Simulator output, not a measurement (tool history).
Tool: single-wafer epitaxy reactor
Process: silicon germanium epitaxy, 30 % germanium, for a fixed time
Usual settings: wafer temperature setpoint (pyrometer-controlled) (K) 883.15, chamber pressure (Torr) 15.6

run   hour  wafer temperature setpoint (pyrometer-controlled) (K)  chamber pressure (Torr)  wafers since the last listed run  hours since the last pyrometer calibration  hours since the last manometer calibration  hours since the showerhead was replaced  hours since the gauge calibration  read-back reference wafer on the same gauge, thickness_nm  mean film thickness on the monitor wafer (angstrom)
  1      0                                                 883.15                     16.6                                 0                                      2182.5                                      2283.2                                   4192.5                              164.6                                                     66.838                                               616.84
  2   20.9                                                 876.15                     15.6                               192                                      2203.4                                      2304.1                                   4213.4                              185.5                                                     66.922                                               531.38
  3   52.1                                                 883.15                     15.6                               287                                      2234.6                                      2335.3                                   4244.6                              216.7                                                     67.075                                               605.94
  4   84.2                                                 883.15                     15.6                               295                                      2266.7                                      2367.4                                   4276.7                              248.8                                                     67.166                                               605.97
      99.2  -- gauge calibrated
  5  116.7                                                 883.15                     15.6                               299                                      2299.2                                      2399.9                                   4309.2                               17.5                                                     66.382                                               598.65
  6    140                                                 883.15                     15.6                               214                                      2322.5                                      2423.2                                   4332.5                               40.8                                                     66.396                                               600.56
  7  167.1                                                 883.15                     15.6                               249                                      2349.6                                      2450.3                                   4359.6                               67.9                                                     66.437                                                601.8
  8    219                                                 877.15                     13.9                               478                                      2401.5                                      2502.2                                   4411.5                              119.8                                                     66.471                                               517.52
  9  238.4                                                 877.15                     13.9                               178                                      2420.9                                      2521.6                                   4430.9                              139.2                                                     66.572                                               519.16
     247.3  -- showerhead replaced
 10  261.7                                                 883.15                     15.6                               141                                      2444.2                                      2544.9                                     14.4                              162.5                                                     66.607                                               598.42
 11  276.4                                                 883.15                     15.6                               135                                      2458.9                                      2559.6                                     29.1                              177.2                                                     66.659                                               602.35
     303.6  -- pyrometer calibrated
 12  308.6                                                 890.15                     18.1                               223                                           5                                      2591.8                                     61.3                              209.4                                                      66.71                                               718.09
 13  323.3                                                 878.15                     15.6                               135                                        19.7                                      2606.5                                       76                              224.1                                                     66.841                                               549.54
 14  345.9                                                 875.15                     16.9                               208                                        42.3                                      2629.1                                     98.6                              246.7                                                     66.929                                               534.03
     355.8  -- gauge calibrated
     360.8  -- capacitance manometer re-zeroed and calibrated
 15  361.3                                                 893.15                     15.6                                68                                        57.7                                         0.5                                      114                                5.5                                                     66.548                                                717.8
 16  382.1                                                 883.15                     15.6                               191                                        78.5                                        21.3                                    134.8                               26.3                                                     66.545                                               603.16
 17  412.2                                                 874.15                     14.6                               277                                       108.6                                        51.4                                    164.9                               56.4                                                      66.51                                                499.1
 18  441.9                                                 883.15                     15.6                               273                                       138.3                                        81.1                                    194.6                               86.1                                                     66.601                                               601.19
 19    474                                                 891.15                     18.4                               295                                       170.4                                       113.2                                    226.7                              118.2                                                     66.601                                               735.53
 20  490.5                                                 883.15                       19                               152                                       186.9                                       129.7                                    243.2                              134.7                                                     66.691                                               640.98
 21  515.6                                                 875.15                     12.4                               231                                         212                                       154.8                                    268.3                              159.8                                                     66.765                                               480.87

Forecast each of these 5 alternatives for the next run:
  A   516                                                 883.15                       13                                 3                                       212.4                                       155.2                                    268.7                              160.2                                                          ?                                                    ?
  B   516                                                 890.15                     15.6                                 3                                       212.4                                       155.2                                    268.7                              160.2                                                          ?                                                    ?
  C   516                                                 891.15                     18.8                                 3                                       212.4                                       155.2                                    268.7                              160.2                                                          ?                                                    ?
  D   516                                                 868.15                     17.7                                 3                                       212.4                                       155.2                                    268.7                              160.2                                                          ?                                                    ?
  E   516                                                 892.15                     13.5                                 3                                       212.4                                       155.2                                    268.7                              160.2                                                          ?                                                    ?

run  read-back reference wafer on the same gauge, thickness_nm  mean film thickness on the monitor wafer (angstrom)
  A                                                     66.749                                               568.42
  B                                                     66.749                                               683.53
  C                                                     66.749                                               740.02
  D                                                     66.749                                               475.58
  E                                                     66.749                                               676.41
Without the tool's hidden state the same runs would have given:
run  mean film thickness on the monitor wafer (angstrom)
  A                                               566.21
  B                                               680.88
  C                                               737.14
  D                                               473.73
  E                                               673.78
